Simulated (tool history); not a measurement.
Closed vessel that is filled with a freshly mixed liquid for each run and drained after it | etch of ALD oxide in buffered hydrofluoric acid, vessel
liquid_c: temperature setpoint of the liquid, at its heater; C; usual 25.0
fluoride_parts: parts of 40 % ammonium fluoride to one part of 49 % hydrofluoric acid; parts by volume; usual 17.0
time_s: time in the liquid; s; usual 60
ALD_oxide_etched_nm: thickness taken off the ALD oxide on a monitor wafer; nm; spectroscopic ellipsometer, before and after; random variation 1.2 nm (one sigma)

run	hour	liquid_c	fluoride_parts	time_s	wafers since the last listed run	hours since the thermometer was replaced	hours since the hydrofluoric acid flow meter was replaced	hours since the gauge calibration	read-back film thickness of the ALD oxide reference wafer, read on the same gauge (nm)	ALD_oxide_etched_nm
1	0.0	25.0	12.0	60	0	591.2	878.2	1109.2	50.02	190.86
2	59.1	25.0	12.0	60	5154	650.3	937.3	1168.3	50.00	191.41
# hour 118.4: hydrofluoric acid flow meter replaced
3	120.2	25.0	17.0	60	5241	711.4	1.8	1229.4	50.01	146.40
4	197.5	25.0	17.0	60	6741	788.7	79.1	1306.7	49.99	145.23
5	263.8	25.0	17.0	60	5782	855.0	145.4	1373.0	50.02	145.20
6	322.8	21.5	17.0	60	5145	914.0	204.4	1432.0	50.01	120.24
7	514.7	25.0	17.0	60	16735	1105.9	396.3	1623.9	49.98	141.88
# hour 533.5: thermometer replaced
# hour 588.4: gauge calibrated
8	604.4	25.0	17.0	60	7735	70.9	486.0	16.0	50.02	139.56
9	777.1	25.0	17.0	60	15061	243.6	658.7	188.7	49.99	138.61
10	814.9	25.0	17.0	60	3296	281.4	696.5	226.5	50.02	139.64
11	876.5	25.0	17.0	70	5372	343.0	758.1	288.1	50.00	160.72
12	945.4	29.0	17.0	40	6008	411.9	827.0	357.0	49.98	111.13
13	1014.8	20.5	14.5	70	6052	481.3	896.4	426.4	49.98	144.17
14	1098.6	29.0	12.0	85	7308	565.1	980.2	510.2	50.02	336.38
15	1139.2	25.0	17.0	85	3540	605.7	1020.8	550.8	49.99	191.09
# hour 1159.3: hydrofluoric acid flow meter replaced
16	1194.6	23.5	12.0	40	4744	661.1	35.3	606.2	50.01	126.26
17	1265.6	25.0	17.0	60	6191	732.1	106.3	677.2	49.99	142.62
18	1353.9	25.0	17.0	60	7700	820.4	194.6	765.5	49.97	144.18
19	1431.7	25.0	17.0	60	6784	898.2	272.4	843.3	50.00	142.64
20	1524.9	21.0	15.0	90	8128	991.4	365.6	936.5	50.03	194.14
21	1568.5	25.0	17.0	60	3802	1035.0	409.2	980.1	50.00	140.21
22	1620.8	21.5	17.0	95	4561	1087.3	461.5	1032.4	49.96	182.21
23	1660.5	21.0	11.5	60	3462	1127.0	501.2	1072.1	50.00	162.64

How the hidden state differs across the entries between the runs, from the last listed run before each to the first after it:
Between runs 2 and 3: hydrofluoric acid flow meter replaced (hour 118.4)
  hydrofluoric acid flow below the setpoint (%): 8.04 -> 0.234
  measured less the result without the state, ALD_oxide_etched_nm: -16.35 -> -0.34 nm
Between runs 7 and 8: thermometer replaced (hour 533.5); gauge calibrated (hour 588.4)
  hydrofluoric acid flow below the setpoint (%): 3.09 -> 3.73
  measured less the result without the state, ALD_oxide_etched_nm: -4.45 -> -5.33 nm
Between runs 15 and 16: hydrofluoric acid flow meter replaced (hour 1159.3)
  hydrofluoric acid flow below the setpoint (%): 7.6 -> 0.832
  measured less the result without the state, ALD_oxide_etched_nm: -15.47 -> -1.04 nm

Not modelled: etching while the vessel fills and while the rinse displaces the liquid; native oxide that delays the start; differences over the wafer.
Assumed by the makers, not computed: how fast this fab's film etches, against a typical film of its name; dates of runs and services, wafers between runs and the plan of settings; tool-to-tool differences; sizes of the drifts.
